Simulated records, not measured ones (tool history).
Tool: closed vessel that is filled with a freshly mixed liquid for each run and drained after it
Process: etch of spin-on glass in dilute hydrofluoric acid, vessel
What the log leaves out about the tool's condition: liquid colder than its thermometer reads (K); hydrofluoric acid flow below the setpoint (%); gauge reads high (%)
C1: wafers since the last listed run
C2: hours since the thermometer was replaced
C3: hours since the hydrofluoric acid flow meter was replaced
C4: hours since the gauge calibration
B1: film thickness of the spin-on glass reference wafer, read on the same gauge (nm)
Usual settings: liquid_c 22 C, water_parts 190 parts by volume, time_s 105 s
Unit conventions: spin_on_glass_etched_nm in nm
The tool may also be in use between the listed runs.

Run 1, hour 0: usual settings; C1 0; C2 61.1; C3 1437.7; C4 339.7; B1 109.97. Result: spin_on_glass_etched_nm 10.5 nm.
Run 2, hour 54.8: usual settings; C1 5187; C2 115.9; C3 1492.5; C4 394.5; B1 109.99. Result: spin_on_glass_etched_nm 10.39 nm.
Run 3, hour 142.1: usual settings; C1 8263; C2 203.2; C3 1579.8; C4 481.8; B1 110.01. Result: spin_on_glass_etched_nm 10.4 nm.
Run 4, hour 187.7: usual settings; C1 4316; C2 248.8; C3 1625.4; C4 527.4; B1 109.98. Result: spin_on_glass_etched_nm 10.2 nm.
Run 5, hour 226.3: usual settings; C1 3653; C2 287.4; C3 1664; C4 566; B1 110.03. Result: spin_on_glass_etched_nm 10.28 nm.
Run 6, hour 276.2: usual settings; C1 4723; C2 337.3; C3 1713.9; C4 615.9; B1 109.99. Result: spin_on_glass_etched_nm 10.14 nm.
Run 7, hour 362: usual settings; C1 8121; C2 423.1; C3 1799.7; C4 701.7; B1 110. Result: spin_on_glass_etched_nm 10.12 nm.
Run 8, hour 408.4: usual settings; C1 4392; C2 469.5; C3 1846.1; C4 748.1; B1 110.02. Result: spin_on_glass_etched_nm 10.02 nm.
At hour 464.6: thermometer replaced.
Run 9, hour 513.3: usual settings; C1 9835; C2 48.7; C3 1951; C4 853; B1 110.01. Result: spin_on_glass_etched_nm 10.56 nm.
Run 10, hour 599.5: usual settings; C1 8159; C2 134.9; C3 2037.2; C4 939.2; B1 109.98. Result: spin_on_glass_etched_nm 10.37 nm.
Run 11, hour 654.7: usual settings; C1 5225; C2 190.1; C3 2092.4; C4 994.4; B1 110.02. Result: spin_on_glass_etched_nm 10.48 nm.
Run 12, hour 731.7: usual settings but time_s 90 s; C1 7288; C2 267.1; C3 2169.4; C4 1071.4; B1 109.99. Result: spin_on_glass_etched_nm 8.84 nm.
Run 13, hour 808.1: usual settings but time_s 90 s; C1 7232; C2 343.5; C3 2245.8; C4 1147.8; B1 110.03. Result: spin_on_glass_etched_nm 8.69 nm.
Run 14, hour 907.3: usual settings; C1 9390; C2 442.7; C3 2345; C4 1247; B1 110. Result: spin_on_glass_etched_nm 10.09 nm.
At hour 919.7: thermometer replaced.
At hour 976.6: gauge calibrated.
Run 15, hour 1003.3: usual settings but liquid_c 23 C; C1 8992; C2 83.6; C3 2441; C4 26.7; B1 110.02. Result: spin_on_glass_etched_nm 10.82 nm.
At hour 1010.4: hydrofluoric acid flow meter replaced.
Run 16, hour 1104.4: usual settings; C1 9475; C2 184.7; C3 94; C4 127.8; B1 109.99. Result: spin_on_glass_etched_nm 10.22 nm.
Run 17, hour 1218: usual settings but liquid_c 25.5 C; C1 10753; C2 298.3; C3 207.6; C4 241.4; B1 110.01. Result: spin_on_glass_etched_nm 11.48 nm.
Run 18, hour 1258.3: usual settings; C1 3814; C2 338.6; C3 247.9; C4 281.7; B1 109.99. Result: spin_on_glass_etched_nm 10.08 nm.
Run 19, hour 1322.8: usual settings but liquid_c 20.5 C, water_parts 115 parts by volume, time_s 160 s; C1 6105; C2 403.1; C3 312.4; C4 346.2; B1 109.99. Result: spin_on_glass_etched_nm 25.57 nm.
Run 20, hour 1403.6: usual settings but liquid_c 24.5 C; C1 7648; C2 483.9; C3 393.2; C4 427; B1 110.01. Result: spin_on_glass_etched_nm 10.86 nm.
At hour 1449.4: thermometer replaced.
Run 21, hour 1467: usual settings but liquid_c 18 C, water_parts 225 parts by volume, time_s 70 s; C1 5906; C2 17.6; C3 456.6; C4 490.4; B1 109.98. Result: spin_on_glass_etched_nm 4.93 nm.
Run 22, hour 1539.9: usual settings; C1 6900; C2 90.5; C3 529.5; C4 563.3; B1 110.04. Result: spin_on_glass_etched_nm 10.49 nm.
Run 23, hour 1597.4: usual settings but liquid_c 24 C, water_parts 250 parts by volume; C1 5442; C2 148; C3 587; C4 620.8; B1 109.98. Result: spin_on_glass_etched_nm 7.88 nm.
Run 24, hour 1649.6: usual settings but liquid_c 25.5 C, water_parts 135 parts by volume, time_s 160 s; C1 4941; C2 200.2; C3 639.2; C4 673; B1 110.01. Result: spin_on_glass_etched_nm 26.78 nm.
Run 25, hour 1730.7: usual settings but liquid_c 24.5 C, water_parts 160 parts by volume, time_s 125 s; C1 7676; C2 281.3; C3 720.3; C4 754.1; B1 109.99. Result: spin_on_glass_etched_nm 16.37 nm.
Run 26, hour 1818.5: usual settings but time_s 75 s; C1 8311; C2 369.1; C3 808.1; C4 841.9; B1 110. Result: spin_on_glass_etched_nm 7.2 nm.
At hour 1918.2: thermometer replaced.
Run 27, hour 1924.6: usual settings; C1 9948; C2 6.4; C3 914.2; C4 948; B1 110.01. Result: spin_on_glass_etched_nm 10.51 nm.
Run 28, hour 2008.9: usual settings but water_parts 95 parts by volume; C1 7979; C2 90.7; C3 998.5; C4 1032.3; B1 110. Result: spin_on_glass_etched_nm 23.09 nm.
Run 29, hour 2096.6: usual settings but water_parts 160 parts by volume, time_s 65 s; C1 8301; C2 178.4; C3 1086.2; C4 1120; B1 109.99. Result: spin_on_glass_etched_nm 7.87 nm.
Run 30, hour 2145.6: usual settings but liquid_c 24 C, water_parts 235 parts by volume, time_s 135 s; C1 4638; C2 227.4; C3 1135.2; C4 1169; B1 110. Result: spin_on_glass_etched_nm 11.02 nm.

What if the next run were any one of these 3? Each begins from the tool's condition after run 30:
Run A, hour 2146.3: usual settings but liquid_c 27 C; C1 66; C2 228.1; C3 1135.9; C4 1169.7; B1 ?. Result: spin_on_glass_etched_nm ?.
Run B, hour 2146.3: usual settings but liquid_c 20 C; C1 66; C2 228.1; C3 1135.9; C4 1169.7; B1 ?. Result: spin_on_glass_etched_nm ?.
Run C, hour 2146.3: usual settings but liquid_c 19 C, water_parts 275 parts by volume, time_s 135 s; C1 66; C2 228.1; C3 1135.9; C4 1169.7; B1 ?. Result: spin_on_glass_etched_nm ?.

run      B1  spin_on_glass_etched_nm
  A  110.01                     12.3
  B  110.01                     9.44
  C  110.01                     7.46
Without the tool's unlogged condition, the same runs would have read:
run  spin_on_glass_etched_nm
  A                    12.71
  B                     9.78
  C                     7.72
